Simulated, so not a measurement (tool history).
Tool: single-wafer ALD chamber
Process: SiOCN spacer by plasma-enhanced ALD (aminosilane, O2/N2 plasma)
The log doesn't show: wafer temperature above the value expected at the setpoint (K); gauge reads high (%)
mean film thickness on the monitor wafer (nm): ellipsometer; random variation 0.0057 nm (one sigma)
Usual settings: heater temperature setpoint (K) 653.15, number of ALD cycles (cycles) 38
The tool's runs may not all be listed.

| run | hour | heater temperature setpoint (K) | number of ALD cycles (cycles) | wafers since the last listed run | hours since the last thermocouple change | hours since the gauge calibration | read-back reference wafer on the same gauge, thickness_nm | mean film thickness on the monitor wafer (nm) |
|---|---|---|---|---|---|---|---|---|
| 1 | 0 | 649.15 | 38 | 0 | 1567 | 477.3 | 2.026 | 2.252 |
| 2 | 64.9 | 649.15 | 38 | 302 | 1631.9 | 542.2 | 2.024 | 2.248 |
| 3 | 93.2 | 653.15 | 32 | 131 | 1660.2 | 570.5 | 2.023 | 1.898 |
| 4 | 191.4 | 660.15 | 38 | 457 | 1758.4 | 668.7 | 2.012 | 2.239 |
| 5 | 224.6 | 653.15 | 42 | 154 | 1791.6 | 701.9 | 2.011 | 2.47 |
| 6 | 247.3 | 653.15 | 42 | 105 | 1814.3 | 724.6 | 2.005 | 2.463 |
| 7 | 259.4 | 653.15 | 42 | 56 | 1826.4 | 736.7 | 2.005 | 2.471 |
| 8 | 289.7 | 648.15 | 40 | 141 | 1856.7 | 767 | 2.002 | 2.356 |
| 9 | 319.3 | 648.15 | 40 | 137 | 1886.3 | 796.6 | 1.999 | 2.344 |
| 10 | 349.7 | 653.15 | 36 | 141 | 1916.7 | 827 | 1.996 | 2.101 |
|  | 358.2 | gauge calibrated |
| 11 | 378.3 | 653.15 | 36 | 133 | 1945.3 | 20.1 | 2.052 | 2.163 |
| 12 | 399 | 653.15 | 36 | 96 | 1966 | 40.8 | 2.053 | 2.168 |
| 13 | 426.9 | 653.15 | 38 | 129 | 1993.9 | 68.7 | 2.053 | 2.29 |
| 14 | 444.3 | 653.15 | 38 | 81 | 2011.3 | 86.1 | 2.055 | 2.28 |
| 15 | 465.8 | 653.15 | 38 | 100 | 2032.8 | 107.6 | 2.049 | 2.288 |
| 16 | 480.1 | 653.15 | 38 | 66 | 2047.1 | 121.9 | 2.053 | 2.292 |
| 17 | 498.5 | 653.15 | 33 | 85 | 2065.5 | 140.3 | 2.052 | 1.982 |
| 18 | 516.3 | 653.15 | 33 | 82 | 2083.3 | 158.1 | 2.054 | 1.984 |
| 19 | 545.1 | 659.15 | 44 | 134 | 2112.1 | 186.9 | 2.049 | 2.645 |
| 20 | 616.8 | 653.15 | 33 | 333 | 2183.8 | 258.6 | 2.049 | 1.985 |
|  | 642.7 | thermocouple changed; heater temperature recalibrated |
| 21 | 646.5 | 653.15 | 42 | 101 | 3.8 | 288.3 | 2.048 | 2.523 |
| 22 | 682.2 | 653.15 | 38 | 166 | 39.5 | 324 | 2.046 | 2.275 |
| 23 | 715.8 | 657.15 | 32 | 156 | 73.1 | 357.6 | 2.044 | 1.917 |
| 24 | 732.8 | 646.15 | 43 | 79 | 90.1 | 374.6 | 2.045 | 2.577 |
| 25 | 767.9 | 664.15 | 38 | 163 | 125.2 | 409.7 | 2.038 | 2.274 |
| 26 | 785.4 | 653.15 | 38 | 81 | 142.7 | 427.2 | 2.04 | 2.273 |
| 27 | 832.3 | 667.15 | 31 | 218 | 189.6 | 474.1 | 2.035 | 1.849 |
| 28 | 847.6 | 664.15 | 32 | 71 | 204.9 | 489.4 | 2.035 | 1.912 |
| 29 | 861.1 | 639.15 | 38 | 62 | 218.4 | 502.9 | 2.035 | 2.277 |
| 30 | 879.8 | 653.15 | 38 | 87 | 237.1 | 521.6 | 2.032 | 2.259 |
| 31 | 915.5 | 663.15 | 45 | 166 | 272.8 | 557.3 | 2.031 | 2.68 |
| 32 | 933.3 | 663.15 | 35 | 82 | 290.6 | 575.1 | 2.03 | 2.083 |
| 33 | 950 | 644.15 | 33 | 77 | 307.3 | 591.8 | 2.029 | 1.958 |
| 34 | 973.9 | 648.15 | 45 | 111 | 331.2 | 615.7 | 2.027 | 2.676 |
| 35 | 1006.5 | 640.15 | 34 | 151 | 363.8 | 648.3 | 2.021 | 2.021 |
| 36 | 1039.2 | 653.15 | 45 | 152 | 396.5 | 681 | 2.02 | 2.674 |
| 37 | 1062.6 | 667.15 | 38 | 108 | 419.9 | 704.4 | 2.02 | 2.251 |

Some steps in mean film thickness on the monitor wafer (nm) between neighbouring runs. How much of each would the tool show without its hidden state too (settings, what came in, random variation), and how much is left for the hidden state, with any gauge scatter that isn't in both results?
Run 3 -> 4: heater temperature setpoint (K) 653.15 -> 660.15, number of ALD cycles (cycles) 32 -> 38. mean film thickness on the monitor wafer (nm) +0.341: hidden state -0.014, all else +0.355.
Run 10 -> 11: gauge calibrated. mean film thickness on the monitor wafer (nm) +0.062: hidden state +0.059, all else +0.003.
Run 18 -> 19: heater temperature setpoint (K) 653.15 -> 659.15, number of ALD cycles (cycles) 33 -> 44. mean film thickness on the monitor wafer (nm) +0.661: hidden state +0, all else +0.661.
Run 19 -> 20: heater temperature setpoint (K) 659.15 -> 653.15, number of ALD cycles (cycles) 44 -> 33. mean film thickness on the monitor wafer (nm) -0.66: hidden state -0.002, all else -0.658.
Run 33 -> 34: heater temperature setpoint (K) 644.15 -> 648.15, number of ALD cycles (cycles) 33 -> 45. mean film thickness on the monitor wafer (nm) +0.718: hidden state -0.011, all else +0.729.
Run 35 -> 36: heater temperature setpoint (K) 640.15 -> 653.15, number of ALD cycles (cycles) 34 -> 45. mean film thickness on the monitor wafer (nm) +0.653: hidden state -0.012, all else +0.665.

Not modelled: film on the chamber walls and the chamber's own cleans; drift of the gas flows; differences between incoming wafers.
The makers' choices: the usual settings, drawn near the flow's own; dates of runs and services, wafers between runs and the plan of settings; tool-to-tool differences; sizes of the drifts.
